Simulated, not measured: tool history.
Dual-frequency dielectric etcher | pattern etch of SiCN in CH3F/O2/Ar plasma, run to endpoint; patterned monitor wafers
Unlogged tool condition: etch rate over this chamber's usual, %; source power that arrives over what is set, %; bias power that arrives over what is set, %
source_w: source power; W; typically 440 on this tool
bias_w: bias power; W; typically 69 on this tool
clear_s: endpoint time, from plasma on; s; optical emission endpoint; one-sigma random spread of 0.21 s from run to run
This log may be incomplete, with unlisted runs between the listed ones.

run   hour  source_w  bias_w  wafers since the last listed run  hours since the last wet clean  hours since the last source power generator calibration  hours since the last bias power generator calibration  hours since the last upper electrode change  incoming incoming film thickness, nm  clear_s
  1    0.0       440      58                                 0                           259.4                                                   3465.4                                                 3072.4                                       4119.0                                 11.36     33.9
  2   31.7       440      58                               586                           291.1                                                   3497.1                                                 3104.1                                       4150.7                                 11.38     33.4
  3   44.3       440      69                               233                           303.7                                                   3509.7                                                 3116.7                                       4163.3                                 11.38     32.4
  4   59.9       440      69                               288                           319.3                                                   3525.3                                                 3132.3                                       4178.9                                 11.36     32.1
  5   94.8       440      63                               645                           354.2                                                   3560.2                                                 3167.2                                       4213.8                                 11.26     32.9
  6  114.3       440      63                               360                           373.7                                                   3579.7                                                 3186.7                                       4233.3                                 11.27     32.8
  7  142.0       440      69                               512                           401.4                                                   3607.4                                                 3214.4                                       4261.0                                 11.41     32.2
  8  155.2       440      69                               244                           414.6                                                   3620.6                                                 3227.6                                       4274.2                                 11.17     31.9
  9  170.8       440      69                               288                           430.2                                                   3636.2                                                 3243.2                                       4289.8                                 11.34     32.0
 10  193.3       440      69                               416                           452.7                                                   3658.7                                                 3265.7                                       4312.3                                 11.38     32.2
 11  225.1       480      69                               588                           484.5                                                   3690.5                                                 3297.5                                       4344.1                                 11.17     30.9
 12  250.7       510      69                               473                           510.1                                                   3716.1                                                 3323.1                                       4369.7                                 11.32     30.6
     263.3  -- bias power generator calibrated
 13  275.3       360      85                               381                           534.7                                                   3740.7                                                   12.0                                       4394.3                                 11.18     32.3
     307.9  -- wet clean of the chamber
 14  308.4       440      69                               168                             0.5                                                   3773.8                                                   45.1                                       4427.4                                 11.21     30.8
     347.3  -- upper electrode replaced, of another model than before
 15  347.8       540      64                               284                            39.9                                                   3813.2                                                   84.5                                          0.5                                 11.36     30.4
 16  348.1       410      61                                 5                            40.2                                                   3813.5                                                   84.8                                          0.8                                 11.28     32.4
 17  356.3       530      62                               151                            48.4                                                   3821.7                                                   93.0                                          9.0                                 11.29     30.3
 18  378.6       400      69                               412                            70.7                                                   3844.0                                                  115.3                                         31.3                                 11.37     31.6
 19  392.1       350      55                               249                            84.2                                                   3857.5                                                  128.8                                         44.8                                 11.33     34.3
 20  405.4       500      58                               246                            97.5                                                   3870.8                                                  142.1                                         58.1                                 11.37     31.8
 21  431.6       380      69                               484                           123.7                                                   3897.0                                                  168.3                                         84.3                                 11.16     31.7
 22  457.6       470      80                               481                           149.7                                                   3923.0                                                  194.3                                        110.3                                 11.35     30.1
 23  486.0       400      79                               525                           178.1                                                   3951.4                                                  222.7                                        138.7                                 11.31     30.7
 24  533.3       440      69                               875                           225.4                                                   3998.7                                                  270.0                                        186.0                                 11.30     31.5
     542.4  -- source power generator calibrated
 25  556.3       440      69                               351                           248.4                                                     13.9                                                  293.0                                        209.0                                 11.25     31.5
 26  577.2       360      58                               386                           269.3                                                     34.8                                                  313.9                                        229.9                                 11.22     34.1
 27  599.0       390      57                               403                           291.1                                                     56.6                                                  335.7                                        251.7                                 11.34     34.3
 28  641.7       400      64                               790                           333.8                                                     99.3                                                  378.4                                        294.4                                 11.36     33.1
 29  660.5       440      69                               347                           352.6                                                    118.1                                                  397.2                                        313.2                                 11.17     31.5
 30  676.9       440      58                               303                           369.0                                                    134.5                                                  413.6                                        329.6                                 11.31     33.1
 31  697.1       440      84                               373                           389.2                                                    154.7                                                  433.8                                        349.8                                 11.33     30.0
 32  724.4       440      58                               505                           416.5                                                    182.0                                                  461.1                                        377.1                                 11.26     33.3
 33  758.7       360      85                               634                           450.8                                                    216.3                                                  495.4                                        411.4                                 11.21     31.3
     784.8  -- wet clean of the chamber
 34  789.0       530      74                               116                             4.2                                                    246.6                                                  525.7                                        441.7                                 11.37     29.7
 35  812.6       440      80                               436                            27.8                                                    270.2                                                  549.3                                        465.3                                 11.33     29.5

Pick out some run-to-run changes in clear_s. Of each, how much would a tool without hidden state show as well, from the settings, what came in and chance, and how much is left for the hidden state and any gauge scatter not in both results compared?
Run 3 -> 4: no setting touched and nothing written in the log between the runs. clear_s -0.3 s: hidden state +0.1, all else -0.4.
Run 13 -> 14: source_w 360 -> 440, bias_w 85 -> 69, wet clean of the chamber. clear_s -1.5 s: hidden state -1.3, all else -0.2.
Run 18 -> 19: source_w 400 -> 350, bias_w 69 -> 55. clear_s +2.7 s: hidden state +0.1, all else +2.6.
Run 30 -> 31: bias_w 58 -> 84. clear_s -3.1 s: hidden state +0.1, all else -3.2.
Run 31 -> 32: bias_w 84 -> 58. clear_s +3.3 s: hidden state +0.1, all else +3.2.
Run 33 -> 34: source_w 360 -> 530, bias_w 85 -> 74, wet clean of the chamber. clear_s -1.6 s: hidden state -0.8, all else -0.8.
